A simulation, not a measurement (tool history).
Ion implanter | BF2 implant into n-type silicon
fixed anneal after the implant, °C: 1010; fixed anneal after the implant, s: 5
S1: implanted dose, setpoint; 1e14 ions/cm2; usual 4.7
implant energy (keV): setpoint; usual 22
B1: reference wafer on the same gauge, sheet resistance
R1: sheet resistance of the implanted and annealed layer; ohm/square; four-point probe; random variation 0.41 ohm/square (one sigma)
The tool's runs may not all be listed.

Run 1, hour 0: usual settings; B1 328.97. Result: R1 278.86 ohm/square.
Run 2, hour 65.8: usual settings; B1 329.01. Result: R1 278.63 ohm/square.
Run 3, hour 167.1: usual settings; B1 329.08. Result: R1 279.69 ohm/square.
Run 4, hour 232.9: usual settings but S1 5.38 1e14 ions/cm2, implant energy (keV) 24; B1 328.89. Result: R1 250.48 ohm/square.
Run 5, hour 289.9: usual settings but S1 5.38 1e14 ions/cm2, implant energy (keV) 24; B1 328.97. Result: R1 250.27 ohm/square.
Run 6, hour 392.6: usual settings but S1 5.38 1e14 ions/cm2, implant energy (keV) 24; B1 329.02. Result: R1 250.28 ohm/square.
Run 7, hour 457.9: usual settings; B1 329.07. Result: R1 279.68 ohm/square.
Run 8, hour 498.5: usual settings; B1 329. Result: R1 279.52 ohm/square.
Run 9, hour 570: usual settings; B1 329.09. Result: R1 280.71 ohm/square.
At hour 600: Faraday cup replaced and dose calibrated.
Run 10, hour 643.3: usual settings but implant energy (keV) 18; B1 329.1. Result: R1 290.43 ohm/square.
At hour 672.9: extraction supply calibrated.
Run 11, hour 684.9: usual settings but implant energy (keV) 18; B1 329.04. Result: R1 291.39 ohm/square.
Run 12, hour 734.4: usual settings but implant energy (keV) 18; B1 329.07. Result: R1 291.07 ohm/square.
Run 13, hour 831.4: usual settings but S1 5.28 1e14 ions/cm2; B1 328.99. Result: R1 255.97 ohm/square.
Run 14, hour 877.9: usual settings but S1 3.75 1e14 ions/cm2, implant energy (keV) 28; B1 329.05. Result: R1 310.67 ohm/square.
Run 15, hour 983.6: usual settings but S1 3.86 1e14 ions/cm2; B1 329.13. Result: R1 315.59 ohm/square.
Run 16, hour 1041.3: usual settings but S1 5.38 1e14 ions/cm2, implant energy (keV) 24; B1 329.03. Result: R1 246.43 ohm/square.
Run 17, hour 1078.9: usual settings but S1 3.53 1e14 ions/cm2; B1 329.07. Result: R1 337.2 ohm/square.
Run 18, hour 1156.1: usual settings; B1 328.95. Result: R1 275.18 ohm/square.
Run 19, hour 1259.7: usual settings but S1 5.62 1e14 ions/cm2, implant energy (keV) 14.5; B1 328.94. Result: R1 291.35 ohm/square.
At hour 1326.3: gauge calibrated.
Run 20, hour 1473.6: usual settings; B1 328.96. Result: R1 276.18 ohm/square.
Run 21, hour 1520.3: usual settings; B1 329.09. Result: R1 276.54 ohm/square.
Run 22, hour 1590.3: usual settings but S1 3.55 1e14 ions/cm2, implant energy (keV) 19; B1 328.86. Result: R1 347.1 ohm/square.
Run 23, hour 1662.4: usual settings but S1 5.52 1e14 ions/cm2; B1 328.94. Result: R1 251.54 ohm/square.
Run 24, hour 1754.9: usual settings but S1 3.94 1e14 ions/cm2, implant energy (keV) 26.5; B1 329.02. Result: R1 303.93 ohm/square.
Run 25, hour 1828.3: usual settings; B1 328.91. Result: R1 277.31 ohm/square.
Run 26, hour 1872.5: usual settings but S1 5.6 1e14 ions/cm2, implant energy (keV) 29; B1 329. Result: R1 228.51 ohm/square.
Run 27, hour 1943.8: usual settings; B1 329. Result: R1 277.18 ohm/square.

Forecast each of these 4 alternatives for the next run:
Run A, hour 1944.2: usual settings; B1 ?. Result: R1 ?.
Run B, hour 1944.2: usual settings but S1 5.35 1e14 ions/cm2, implant energy (keV) 26; B1 ?. Result: R1 ?.
Run C, hour 1944.2: usual settings but implant energy (keV) 20; B1 ?. Result: R1 ?.
Run D, hour 1944.2: usual settings but S1 3.46 1e14 ions/cm2, implant energy (keV) 17; B1 ?. Result: R1 ?.

run      B1      R1
  A  328.96  276.66
  B  328.96  242.79
  C  328.96  283.87
  D  328.96  360.41
Without the tool's hidden state the same runs would have given:
run      R1
  A  273.95
  B   240.4
  C  281.27
  D  356.66
